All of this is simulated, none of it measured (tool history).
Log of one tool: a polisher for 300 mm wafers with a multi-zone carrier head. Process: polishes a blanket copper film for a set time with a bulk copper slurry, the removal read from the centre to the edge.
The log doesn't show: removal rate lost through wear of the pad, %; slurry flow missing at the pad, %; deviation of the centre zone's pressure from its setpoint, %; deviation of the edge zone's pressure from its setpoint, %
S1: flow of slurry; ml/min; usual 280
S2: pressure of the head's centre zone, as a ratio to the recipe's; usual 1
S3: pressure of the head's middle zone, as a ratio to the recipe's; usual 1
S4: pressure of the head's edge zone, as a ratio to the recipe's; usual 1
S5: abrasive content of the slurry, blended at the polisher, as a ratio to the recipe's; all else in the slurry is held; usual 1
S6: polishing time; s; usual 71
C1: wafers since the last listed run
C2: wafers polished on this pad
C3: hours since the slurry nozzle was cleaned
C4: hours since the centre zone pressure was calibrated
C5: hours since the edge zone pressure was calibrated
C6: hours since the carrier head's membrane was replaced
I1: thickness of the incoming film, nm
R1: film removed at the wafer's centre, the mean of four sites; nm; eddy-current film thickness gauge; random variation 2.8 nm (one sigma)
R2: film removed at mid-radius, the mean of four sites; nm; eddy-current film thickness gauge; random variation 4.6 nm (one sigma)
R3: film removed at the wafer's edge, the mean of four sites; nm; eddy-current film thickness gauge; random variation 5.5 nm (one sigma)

Run 1, hour 0: usual settings; C1 0; C2 1701; C3 288; C4 185.9; C5 661.8; C6 126.5; I1 2415.5. Result: R1 380.1 nm, R2 397.8 nm, R3 396.2 nm.
Run 2, hour 48.6: usual settings; C1 304; C2 2006; C3 336.6; C4 234.5; C5 710.4; C6 175.1; I1 2438.9. Result: R1 376.6 nm, R2 394.6 nm, R3 380.1 nm.
At hour 75.4: slurry nozzle cleaned.
Run 3, hour 75.9: usual settings; C1 164; C2 2171; C3 0.5; C4 261.8; C5 737.7; C6 202.4; I1 2432.5. Result: R1 376.7 nm, R2 389.3 nm, R3 381.5 nm.
Run 4, hour 107.3: usual settings but S2 0.93; C1 196; C2 2367; C3 31.9; C4 293.2; C5 769.1; C6 233.8; I1 2443.5. Result: R1 352.6 nm, R2 392.4 nm, R3 386.6 nm.
Run 5, hour 159.1: usual settings but S4 1.08; C1 324; C2 2692; C3 83.7; C4 345; C5 820.9; C6 285.6; I1 2452.5. Result: R1 367.5 nm, R2 388.6 nm, R3 393.3 nm.
At hour 166.9: worn pad replaced by a new one.
Run 6, hour 185: usual settings but S1 190 ml/min, S3 0.94; C1 137; C2 113; C3 109.6; C4 370.9; C5 846.8; C6 311.5; I1 2428.6. Result: R1 373.8 nm, R2 379 nm, R3 396.4 nm.
Run 7, hour 242.3: usual settings; C1 359; C2 472; C3 166.9; C4 428.2; C5 904.1; C6 368.8; I1 2387.9. Result: R1 394.9 nm, R2 412.5 nm, R3 414.9 nm.
Run 8, hour 283.7: usual settings but S1 185 ml/min, S5 0.9; C1 259; C2 732; C3 208.3; C4 469.6; C5 945.5; C6 410.2; I1 2437.7. Result: R1 355.3 nm, R2 372.4 nm, R3 377.7 nm.
Run 9, hour 330.7: usual settings but S2 0.91, S6 48 s; C1 294; C2 1026; C3 255.3; C4 516.6; C5 992.5; C6 457.2; I1 2433.3. Result: R1 244.1 nm, R2 270.3 nm, R3 274 nm.
Run 10, hour 359.5: usual settings but S1 350 ml/min, S3 1.05, S4 1.04, S5 1.25; C1 180; C2 1207; C3 284.1; C4 545.4; C5 1021.3; C6 486; I1 2420.8. Result: R1 420.4 nm, R2 459.5 nm, R3 443.9 nm.
At hour 384.5: edge zone pressure recalibrated.
Run 11, hour 415.3: usual settings; C1 337; C2 1544; C3 339.9; C4 601.2; C5 30.8; C6 541.8; I1 2460.4. Result: R1 373.5 nm, R2 405.5 nm, R3 400 nm.
At hour 447.6: slurry nozzle cleaned.
Run 12, hour 485.7: usual settings; C1 435; C2 1979; C3 38.1; C4 671.6; C5 101.2; C6 612.2; I1 2455.5. Result: R1 373.5 nm, R2 393 nm, R3 396.7 nm.
At hour 530.8: worn pad replaced by a new one.
Run 13, hour 532.7: usual settings but S2 0.92, S3 1.1, S6 54 s; C1 269; C2 12; C3 85.1; C4 718.6; C5 148.2; C6 659.2; I1 2446.4. Result: R1 277.1 nm, R2 343.7 nm, R3 316.2 nm.
Run 14, hour 559.5: usual settings but S1 220 ml/min, S2 1.11, S4 0.96; C1 168; C2 180; C3 111.9; C4 745.4; C5 175; C6 686; I1 2474. Result: R1 408.4 nm, R2 402.4 nm, R3 403 nm.
At hour 584.3: centre zone pressure recalibrated.
Run 15, hour 625.6: usual settings but S1 190 ml/min, S2 0.9, S3 1.05, S6 64 s; C1 401; C2 582; C3 178; C4 41.3; C5 241.1; C6 752.1; I1 2383.2. Result: R1 311.5 nm, R2 363.1 nm, R3 347.6 nm.
Run 16, hour 651.4: usual settings; C1 161; C2 743; C3 203.8; C4 67.1; C5 266.9; C6 777.9; I1 2439.4. Result: R1 394.8 nm, R2 399 nm, R3 392.2 nm.
Run 17, hour 681.3: usual settings but S3 0.91, S4 0.97; C1 187; C2 931; C3 233.7; C4 97; C5 296.8; C6 807.8; I1 2422.1. Result: R1 394.4 nm, R2 381.3 nm, R3 392.4 nm.
Run 18, hour 741.4: usual settings but S2 1.06, S4 1.08; C1 376; C2 1308; C3 293.8; C4 157.1; C5 356.9; C6 867.9; I1 2439. Result: R1 411.8 nm, R2 397.7 nm, R3 406.9 nm.
Run 19, hour 768.8: usual settings but S3 0.92; C1 171; C2 1479; C3 321.2; C4 184.5; C5 384.3; C6 895.3; I1 2438.6. Result: R1 386.6 nm, R2 380.4 nm, R3 393.5 nm.
Run 20, hour 808.9: usual settings but S2 0.89, S3 0.97, S6 86 s; C1 251; C2 1731; C3 361.3; C4 224.6; C5 424.4; C6 935.4; I1 2445.1. Result: R1 420.3 nm, R2 474 nm, R3 471.8 nm.
At hour 919.4: slurry nozzle cleaned.
At hour 944.8: worn pad replaced by a new one.
Run 21, hour 1015.3: usual settings; C1 1262; C2 441; C3 95.9; C4 431; C5 630.8; C6 1141.8; I1 2378.9. Result: R1 395.2 nm, R2 413 nm, R3 405.4 nm.
Run 22, hour 1041.5: usual settings; C1 164; C2 606; C3 122.1; C4 457.2; C5 657; C6 1168; I1 2453.5. Result: R1 390 nm, R2 408.7 nm, R3 407.1 nm.

The tool's hidden state at each run:
slurry flow missing at the pad, %: 0 in every run
deviation of the edge zone's pressure from its setpoint, %: 0 in every run
H1: removal rate lost through wear of the pad, %
H2: deviation of the centre zone's pressure from its setpoint, %
run     H1      H2
  1   5.62   -3.49
  2   6.57   -4.01
  3    7.1   -4.27
  4   7.72   -4.54
  5   8.73   -4.92
  6  0.571   -5.08
  7   1.69    -5.4
  8   2.51   -5.59
  9   3.43   -5.77
 10   3.99   -5.87
 11   5.08   -6.04
 12   6.46    -6.2
 13  0.918   -6.29
 14   1.44   -6.34
 15   2.74  -0.642
 16   3.24   -1.13
 17   3.83   -1.64
 18   5.01   -2.52
 19   5.54   -2.86
 20   6.33    -3.3
 21   1.49    -4.8
 22      2   -4.93

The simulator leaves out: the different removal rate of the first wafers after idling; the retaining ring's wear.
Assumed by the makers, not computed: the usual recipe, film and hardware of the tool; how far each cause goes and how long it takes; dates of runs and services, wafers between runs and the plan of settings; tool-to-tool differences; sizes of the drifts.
